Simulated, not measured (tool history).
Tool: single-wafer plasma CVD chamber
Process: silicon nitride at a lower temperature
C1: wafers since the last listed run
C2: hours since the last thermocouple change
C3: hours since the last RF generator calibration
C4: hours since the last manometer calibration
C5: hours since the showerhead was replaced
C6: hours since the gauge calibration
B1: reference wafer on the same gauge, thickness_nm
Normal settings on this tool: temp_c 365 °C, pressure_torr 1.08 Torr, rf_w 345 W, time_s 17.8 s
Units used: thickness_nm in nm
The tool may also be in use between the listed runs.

{"run": 1, "day": 0.0, "temp_c": 357, "pressure_torr": 0.91, "rf_w": 345, "time_s": 17.8, "C1": 0, "C2": 1446.9, "C3": 1183.7, "C4": 1182.9, "C5": 6485.6, "C6": 299.5, "B1": 22.69, "thickness_nm": 17.685}
{"run": 2, "day": 1.067, "temp_c": 365, "pressure_torr": 1.08, "rf_w": 295, "time_s": 18.7, "C1": 626, "C2": 1472.5, "C3": 1209.3, "C4": 1208.5, "C5": 6511.2, "C6": 325.1, "B1": 22.706, "thickness_nm": 16.09}
{"run": 3, "day": 1.612, "temp_c": 365, "pressure_torr": 1.08, "rf_w": 295, "time_s": 18.7, "C1": 320, "C2": 1485.6, "C3": 1222.4, "C4": 1221.6, "C5": 6524.3, "C6": 338.2, "B1": 22.689, "thickness_nm": 16.141}
{"run": 4, "day": 2.896, "temp_c": 365, "pressure_torr": 1.08, "rf_w": 345, "time_s": 17.8, "C1": 753, "C2": 1516.4, "C3": 1253.2, "C4": 1252.4, "C5": 6555.1, "C6": 369.0, "B1": 22.685, "thickness_nm": 18.135}
{"run": 5, "day": 4.138, "temp_c": 365, "pressure_torr": 1.08, "rf_w": 345, "time_s": 17.8, "C1": 728, "C2": 1546.2, "C3": 1283.0, "C4": 1282.2, "C5": 6584.9, "C6": 398.8, "B1": 22.696, "thickness_nm": 18.135}
{"run": 6, "day": 4.688, "temp_c": 365, "pressure_torr": 1.08, "rf_w": 325, "time_s": 17.8, "C1": 322, "C2": 1559.4, "C3": 1296.2, "C4": 1295.4, "C5": 6598.1, "C6": 412.0, "B1": 22.72, "thickness_nm": 17.056}
{"run": 7, "day": 5.733, "temp_c": 360, "pressure_torr": 1.08, "rf_w": 345, "time_s": 17.8, "C1": 613, "C2": 1584.5, "C3": 1321.3, "C4": 1320.5, "C5": 6623.2, "C6": 437.1, "B1": 22.705, "thickness_nm": 18.163}
{"run": 8, "day": 7.162, "temp_c": 360, "pressure_torr": 1.08, "rf_w": 345, "time_s": 17.8, "C1": 838, "C2": 1618.8, "C3": 1355.6, "C4": 1354.8, "C5": 6657.5, "C6": 471.4, "B1": 22.703, "thickness_nm": 18.155}
{"day": 9.121, "done": "showerhead replaced"}
{"run": 9, "day": 11.154, "temp_c": 365, "pressure_torr": 1.08, "rf_w": 345, "time_s": 20.0, "C1": 2147, "C2": 1714.6, "C3": 1451.4, "C4": 1450.6, "C5": 48.8, "C6": 567.2, "B1": 22.694, "thickness_nm": 20.289}
{"run": 10, "day": 12.304, "temp_c": 365, "pressure_torr": 1.08, "rf_w": 345, "time_s": 20.0, "C1": 675, "C2": 1742.2, "C3": 1479.0, "C4": 1478.2, "C5": 76.4, "C6": 594.8, "B1": 22.709, "thickness_nm": 20.236}
{"day": 12.912, "done": "thermocouple changed; heater temperature recalibrated"}
{"run": 11, "day": 13.558, "temp_c": 365, "pressure_torr": 1.08, "rf_w": 345, "time_s": 20.0, "C1": 540, "C2": 15.5, "C3": 1509.1, "C4": 1508.3, "C5": 106.5, "C6": 624.9, "B1": 22.711, "thickness_nm": 20.271}
{"run": 12, "day": 14.358, "temp_c": 365, "pressure_torr": 1.08, "rf_w": 345, "time_s": 17.8, "C1": 469, "C2": 34.7, "C3": 1528.3, "C4": 1527.5, "C5": 125.7, "C6": 644.1, "B1": 22.694, "thickness_nm": 18.057}
{"day": 14.646, "done": "gauge calibrated"}
{"run": 13, "day": 15.029, "temp_c": 365, "pressure_torr": 1.08, "rf_w": 345, "time_s": 17.8, "C1": 393, "C2": 50.8, "C3": 1544.4, "C4": 1543.6, "C5": 141.8, "C6": 9.2, "B1": 22.691, "thickness_nm": 17.982}
{"run": 14, "day": 15.617, "temp_c": 365, "pressure_torr": 1.15, "rf_w": 345, "time_s": 17.8, "C1": 344, "C2": 64.9, "C3": 1558.5, "C4": 1557.7, "C5": 155.9, "C6": 23.3, "B1": 22.696, "thickness_nm": 18.147}
{"day": 16.279, "done": "capacitance manometer re-zeroed and calibrated"}
{"day": 16.5, "done": "RF generator calibrated"}
{"run": 15, "day": 16.521, "temp_c": 361, "pressure_torr": 1.08, "rf_w": 345, "time_s": 19.4, "C1": 205, "C2": 86.6, "C3": 0.5, "C4": 5.8, "C5": 177.6, "C6": 45.0, "B1": 22.702, "thickness_nm": 20.588}
{"run": 16, "day": 17.042, "temp_c": 365, "pressure_torr": 1.08, "rf_w": 345, "time_s": 17.8, "C1": 305, "C2": 99.1, "C3": 13.0, "C4": 18.3, "C5": 190.1, "C6": 57.5, "B1": 22.689, "thickness_nm": 18.887}
{"run": 17, "day": 18.183, "temp_c": 365, "pressure_torr": 1.29, "rf_w": 305, "time_s": 17.8, "C1": 670, "C2": 126.5, "C3": 40.4, "C4": 45.7, "C5": 217.5, "C6": 84.9, "B1": 22.707, "thickness_nm": 17.17}
{"run": 18, "day": 19.488, "temp_c": 365, "pressure_torr": 1.08, "rf_w": 290, "time_s": 17.8, "C1": 765, "C2": 157.8, "C3": 71.7, "C4": 77.0, "C5": 248.8, "C6": 116.2, "B1": 22.692, "thickness_nm": 15.641}
{"run": 19, "day": 20.175, "temp_c": 365, "pressure_torr": 1.08, "rf_w": 345, "time_s": 17.8, "C1": 403, "C2": 174.3, "C3": 88.2, "C4": 93.5, "C5": 265.3, "C6": 132.7, "B1": 22.705, "thickness_nm": 18.835}
{"run": 20, "day": 20.954, "temp_c": 365, "pressure_torr": 1.08, "rf_w": 345, "time_s": 17.8, "C1": 457, "C2": 193.0, "C3": 106.9, "C4": 112.2, "C5": 284.0, "C6": 151.4, "B1": 22.708, "thickness_nm": 18.907}
{"run": 21, "day": 22.05, "temp_c": 375, "pressure_torr": 1.08, "rf_w": 290, "time_s": 17.8, "C1": 643, "C2": 219.3, "C3": 133.2, "C4": 138.5, "C5": 310.3, "C6": 177.7, "B1": 22.713, "thickness_nm": 15.513}
{"run": 22, "day": 23.458, "temp_c": 365, "pressure_torr": 1.08, "rf_w": 345, "time_s": 15.7, "C1": 826, "C2": 253.1, "C3": 167.0, "C4": 172.3, "C5": 344.1, "C6": 211.5, "B1": 22.713, "thickness_nm": 16.641}
{"run": 23, "day": 24.638, "temp_c": 354, "pressure_torr": 1.08, "rf_w": 400, "time_s": 17.8, "C1": 692, "C2": 281.4, "C3": 195.3, "C4": 200.6, "C5": 372.4, "C6": 239.8, "B1": 22.701, "thickness_nm": 21.737}
{"run": 24, "day": 25.408, "temp_c": 379, "pressure_torr": 1.08, "rf_w": 345, "time_s": 17.8, "C1": 452, "C2": 299.9, "C3": 213.8, "C4": 219.1, "C5": 390.9, "C6": 258.3, "B1": 22.716, "thickness_nm": 18.67}
{"run": 25, "day": 26.762, "temp_c": 365, "pressure_torr": 1.08, "rf_w": 345, "time_s": 17.8, "C1": 794, "C2": 332.4, "C3": 246.3, "C4": 251.6, "C5": 423.4, "C6": 290.8, "B1": 22.713, "thickness_nm": 18.765}
{"run": 26, "day": 27.288, "temp_c": 365, "pressure_torr": 1.08, "rf_w": 345, "time_s": 17.8, "C1": 308, "C2": 345.0, "C3": 258.9, "C4": 264.2, "C5": 436.0, "C6": 303.4, "B1": 22.704, "thickness_nm": 18.697}
{"run": 27, "day": 27.871, "temp_c": 365, "pressure_torr": 0.87, "rf_w": 345, "time_s": 19.9, "C1": 342, "C2": 359.0, "C3": 272.9, "C4": 278.2, "C5": 450.0, "C6": 317.4, "B1": 22.695, "thickness_nm": 20.189}

Below are 3 alternative next runs, each starting from the tool's condition after run 27. Predict each:
{"run": "A", "day": 27.888, "temp_c": 365, "pressure_torr": 1.08, "rf_w": 345, "time_s": 17.8, "C1": 9, "C2": 359.4, "C3": 273.3, "C4": 278.6, "C5": 450.4, "C6": 317.8, "B1": "?", "thickness_nm": "?"}
{"run": "B", "day": 27.888, "temp_c": 378, "pressure_torr": 1.08, "rf_w": 345, "time_s": 21.1, "C1": 9, "C2": 359.4, "C3": 273.3, "C4": 278.6, "C5": 450.4, "C6": 317.8, "B1": "?", "thickness_nm": "?"}
{"run": "C", "day": 27.888, "temp_c": 370, "pressure_torr": 1.08, "rf_w": 380, "time_s": 17.8, "C1": 9, "C2": 359.4, "C3": 273.3, "C4": 278.6, "C5": 450.4, "C6": 317.8, "B1": "?", "thickness_nm": "?"}

run=A B1=22.686 thickness_nm=18.792
run=B B1=22.686 thickness_nm=22.136
run=C B1=22.686 thickness_nm=20.546
With the hidden condition removed and each run's random variation left untouched, the same runs would have given:
run=A thickness_nm=19.037
run=B thickness_nm=22.426
run=C thickness_nm=20.798
